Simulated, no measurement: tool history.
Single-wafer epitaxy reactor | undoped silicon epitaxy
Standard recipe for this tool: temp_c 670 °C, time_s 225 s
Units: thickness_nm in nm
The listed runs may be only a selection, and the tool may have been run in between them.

run,hour,temp_c,time_s,wafers since the last listed run,hours since the last pyrometer calibration,hours since the gauge calibration,"read-back reference wafer on the same gauge, thickness_nm",thickness_nm
1,0.0,670,225,0,883.4,1237.8,51.668,50.165
2,128.2,670,225,965,1011.6,1366.0,51.574,50.504
3,177.1,670,225,368,1060.5,1414.9,51.624,50.948
4,236.0,670,225,443,1119.4,1473.8,51.605,50.118
5,273.4,670,225,281,1156.8,1511.2,51.608,50.400
6,339.4,670,225,497,1222.8,1577.2,51.583,50.546
7,439.5,670,195,754,1322.9,1677.3,51.551,43.807
8,543.3,670,195,781,1426.7,1781.1,51.594,43.424
9,631.8,670,225,666,1515.2,1869.6,51.633,50.354
10,671.8,670,225,301,1555.2,1909.6,51.623,50.138
11,715.9,670,225,332,1599.3,1953.7,51.560,50.221
12,799.9,670,225,632,1683.3,2037.7,51.635,49.644
13,904.4,670,225,787,1787.8,2142.2,51.573,49.604
# hour 940.5: pyrometer calibrated
14,984.1,670,225,540,43.6,2221.9,51.506,51.455
# hour 994.3: gauge calibrated
15,1053.3,670,225,521,112.8,59.0,51.583,51.774
16,1120.8,670,225,508,180.3,126.5,51.617,51.147
17,1204.5,675,192,630,264.0,210.2,51.572,48.949
18,1266.6,663,267,467,326.1,272.3,51.674,51.906
19,1367.4,670,269,759,426.9,373.1,51.624,60.671
20,1463.8,670,225,726,523.3,469.5,51.617,50.871
21,1546.9,670,225,626,606.4,552.6,51.674,50.937
22,1599.0,666,208,392,658.5,604.7,51.555,42.972
23,1663.5,670,225,485,723.0,669.2,51.572,51.315
24,1769.4,670,225,797,828.9,775.1,51.604,50.885
25,1811.7,658,251,318,871.2,817.4,51.627,42.970
26,1883.7,681,239,542,943.2,889.4,51.658,69.304
27,1951.0,670,225,506,1010.5,956.7,51.550,50.568
28,2007.8,659,261,427,1067.3,1013.5,51.574,45.706
29,2107.8,670,195,753,1167.3,1113.5,51.592,43.780
30,2168.6,670,225,458,1228.1,1174.3,51.620,50.340
31,2232.7,682,254,482,1292.2,1238.4,51.661,74.165
32,2278.4,677,203,344,1337.9,1284.1,51.606,52.968
33,2344.9,680,194,500,1404.4,1350.6,51.574,54.303

Exercise: give the hidden state of the tool at every run:
gauge reads high (%): 0 on each run
H1: wafer temperature above the value expected at the setpoint (K)
run,H1
1,-1.1
2,-1.24
3,-1.29
4,-1.35
5,-1.39
6,-1.46
7,-1.57
8,-1.68
9,-1.77
10,-1.81
11,-1.86
12,-1.95
13,-2.06
14,-0.321
15,-0.394
16,-0.465
17,-0.554
18,-0.619
19,-0.726
20,-0.828
21,-0.916
22,-0.971
23,-1.04
24,-1.15
25,-1.2
26,-1.27
27,-1.34
28,-1.4
29,-1.51
30,-1.57
31,-1.64
32,-1.69
33,-1.76

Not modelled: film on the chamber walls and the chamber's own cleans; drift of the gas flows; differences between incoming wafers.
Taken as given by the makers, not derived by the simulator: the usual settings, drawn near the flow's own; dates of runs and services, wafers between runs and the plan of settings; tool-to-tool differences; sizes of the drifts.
